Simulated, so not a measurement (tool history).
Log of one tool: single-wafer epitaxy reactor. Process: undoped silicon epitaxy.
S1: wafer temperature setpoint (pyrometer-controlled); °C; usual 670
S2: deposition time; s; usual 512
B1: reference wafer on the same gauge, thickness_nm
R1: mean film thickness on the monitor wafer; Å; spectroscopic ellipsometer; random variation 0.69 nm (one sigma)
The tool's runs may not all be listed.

run    hour   S1   S2       B1       R1
  1       0  670  512  153.013  1390.19
  2    67.8  670  512  153.089  1379.43
  3     112  670  512  153.032  1390.51
  4   165.7  670  512  152.855  1395.28
  5   256.6  670  512  153.055  1399.79
  6   292.9  670  512  152.952  1384.86
  7   333.3  670  584  152.944  1597.32
  8     415  670  584  152.765  1587.57
  9   478.4  670  584  152.905  1588.82
 10   683.8  679  512  152.942  1665.07
 11   722.5  679  512  153.012  1658.44
 12   821.6  679  512  153.087  1660.67
 13   886.8  670  563  152.942  1570.69
 14   973.1  683  512  153.057  1807.72
     1039.9  -- gauge calibrated
 15  1059.2  655  543  152.857  1141.92
 16  1112.2  660  546  152.933  1269.47
 17  1185.2  663  466  152.936  1134.58
 18  1237.1  670  512  152.997  1431.82
     1276.1  -- pyrometer calibrated
 19  1334.4  680  512   152.85   1638.3
 20  1612.3  670  512  152.875  1368.91
 21  1716.8  665  421  153.001  1027.47
 22  1772.1  670  512  152.909  1370.01
 23  1845.6  675  461  152.866  1354.53
 24  1935.3  679  512  153.184  1613.88
 25  2024.9  660  512  152.957  1154.15
 26  2091.9  670  512  152.936  1390.99
 27    2185  682  558   152.87  1893.82

Hidden state or all else? Some run-to-run changes of R1, split into what the settings, what came in and random variation would give without the hidden state, and what is left for the hidden state (with any gauge scatter that isn't in both results):
The hidden state here: wafer temperature above the value expected at the setpoint (K); gauge reads high (%).
Run 14 -> 15: S1 683 -> 655, S2 512 -> 543, gauge calibrated. R1 -665.8 Å: hidden state -24.09, all else -641.71.
Run 18 -> 19: S1 670 -> 680, pyrometer calibrated. R1 +206.48 Å: hidden state -77.84, all else +284.32.
Run 26 -> 27: S1 670 -> 682, S2 512 -> 558. R1 +502.83 Å: hidden state +14.24, all else +488.59.
